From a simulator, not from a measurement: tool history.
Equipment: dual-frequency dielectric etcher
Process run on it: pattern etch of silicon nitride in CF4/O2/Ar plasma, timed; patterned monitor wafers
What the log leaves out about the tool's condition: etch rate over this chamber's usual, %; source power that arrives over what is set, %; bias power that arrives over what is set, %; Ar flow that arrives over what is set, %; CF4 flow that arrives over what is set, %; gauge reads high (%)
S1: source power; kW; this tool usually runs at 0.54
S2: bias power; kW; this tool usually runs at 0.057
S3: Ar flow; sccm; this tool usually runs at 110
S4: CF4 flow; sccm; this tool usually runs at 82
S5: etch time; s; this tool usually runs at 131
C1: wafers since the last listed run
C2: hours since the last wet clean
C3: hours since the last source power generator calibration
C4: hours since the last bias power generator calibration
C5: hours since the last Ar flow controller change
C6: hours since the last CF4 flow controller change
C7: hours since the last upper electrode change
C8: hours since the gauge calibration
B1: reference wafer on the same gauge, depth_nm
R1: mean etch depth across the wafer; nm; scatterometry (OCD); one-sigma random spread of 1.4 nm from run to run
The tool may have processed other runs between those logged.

Run 1, hour 0: usual settings; C1 0; C2 115.1; C3 176; C4 168.3; C5 117; C6 4850.3; C7 0.8; C8 64.4; B1 251.8. Result: R1 279.1 nm.
Run 2, hour 6.1: usual settings but S2 0.044 kW; C1 59; C2 121.2; C3 182.1; C4 174.4; C5 123.1; C6 4856.4; C7 6.9; C8 70.5; B1 251.9. Result: R1 262.3 nm.
Run 3, hour 22.9: usual settings but S1 0.62 kW, S2 0.047 kW, S3 136 sccm; C1 162; C2 138; C3 198.9; C4 191.2; C5 139.9; C6 4873.2; C7 23.7; C8 87.3; B1 252.1. Result: R1 286.7 nm.
Run 4, hour 38.5: usual settings; C1 151; C2 153.6; C3 214.5; C4 206.8; C5 155.5; C6 4888.8; C7 39.3; C8 102.9; B1 252.1. Result: R1 280.7 nm.
Run 5, hour 56: usual settings but S1 0.47 kW, S3 119 sccm, S4 97 sccm, S5 106.5 s; C1 169; C2 171.1; C3 232; C4 224.3; C5 173; C6 4906.3; C7 56.8; C8 120.4; B1 252.3. Result: R1 212.5 nm.
At hour 74.2: CF4 flow controller replaced.
Run 6, hour 74.7: usual settings but S1 0.66 kW, S2 0.065 kW; C1 122; C2 189.8; C3 250.7; C4 243; C5 191.7; C6 0.5; C7 75.5; C8 139.1; B1 252.1. Result: R1 334.3 nm.
Run 7, hour 85.6: usual settings but S2 0.051 kW; C1 105; C2 200.7; C3 261.6; C4 253.9; C5 202.6; C6 11.4; C7 86.4; C8 150; B1 252.1. Result: R1 273.2 nm.
Run 8, hour 94.5: usual settings but S1 0.46 kW, S3 91 sccm, S4 67 sccm, S5 167.5 s; C1 86; C2 209.6; C3 270.5; C4 262.8; C5 211.5; C6 20.3; C7 95.3; C8 158.9; B1 252.4. Result: R1 322.5 nm.
Run 9, hour 100.8: usual settings but S1 0.58 kW, S3 121 sccm, S5 168.5 s; C1 60; C2 215.9; C3 276.8; C4 269.1; C5 217.8; C6 26.6; C7 101.6; C8 165.2; B1 251.7. Result: R1 378.1 nm.
Run 10, hour 108.2: usual settings; C1 71; C2 223.3; C3 284.2; C4 276.5; C5 225.2; C6 34; C7 109; C8 172.6; B1 252. Result: R1 283.4 nm.
Run 11, hour 123.4: usual settings but S2 0.045 kW; C1 147; C2 238.5; C3 299.4; C4 291.7; C5 240.4; C6 49.2; C7 124.2; C8 187.8; B1 252.2. Result: R1 264.2 nm.
Run 12, hour 136.8: usual settings but S1 0.42 kW, S3 119 sccm; C1 129; C2 251.9; C3 312.8; C4 305.1; C5 253.8; C6 62.6; C7 137.6; C8 201.2; B1 252. Result: R1 237.8 nm.
Run 13, hour 146.8: usual settings but S1 0.6 kW, S5 144.5 s; C1 96; C2 261.9; C3 322.8; C4 315.1; C5 263.8; C6 72.6; C7 147.6; C8 211.2; B1 252.3. Result: R1 338.1 nm.
Run 14, hour 158.9: usual settings; C1 117; C2 274; C3 334.9; C4 327.2; C5 275.9; C6 84.7; C7 159.7; C8 223.3; B1 252.1. Result: R1 282.5 nm.
Run 15, hour 172.1: usual settings but S2 0.069 kW, S5 96.5 s; C1 127; C2 287.2; C3 348.1; C4 340.4; C5 289.1; C6 97.9; C7 172.9; C8 236.5; B1 251.8. Result: R1 220.2 nm.

For run 16, what comes out?
Run 16, hour 185.5: usual settings but S2 0.067 kW, S3 83 sccm, S4 67 sccm; C1 129; C2 300.6; C3 361.5; C4 353.8; C5 302.5; C6 111.3; C7 186.3; C8 249.9; B1 ?. Result: R1 ?.

B1: 251.9
R1: 298.5 nm
Were there no unlogged condition in the tool, this run, its random variation unchanged, would have produced R1 290.7 nm.

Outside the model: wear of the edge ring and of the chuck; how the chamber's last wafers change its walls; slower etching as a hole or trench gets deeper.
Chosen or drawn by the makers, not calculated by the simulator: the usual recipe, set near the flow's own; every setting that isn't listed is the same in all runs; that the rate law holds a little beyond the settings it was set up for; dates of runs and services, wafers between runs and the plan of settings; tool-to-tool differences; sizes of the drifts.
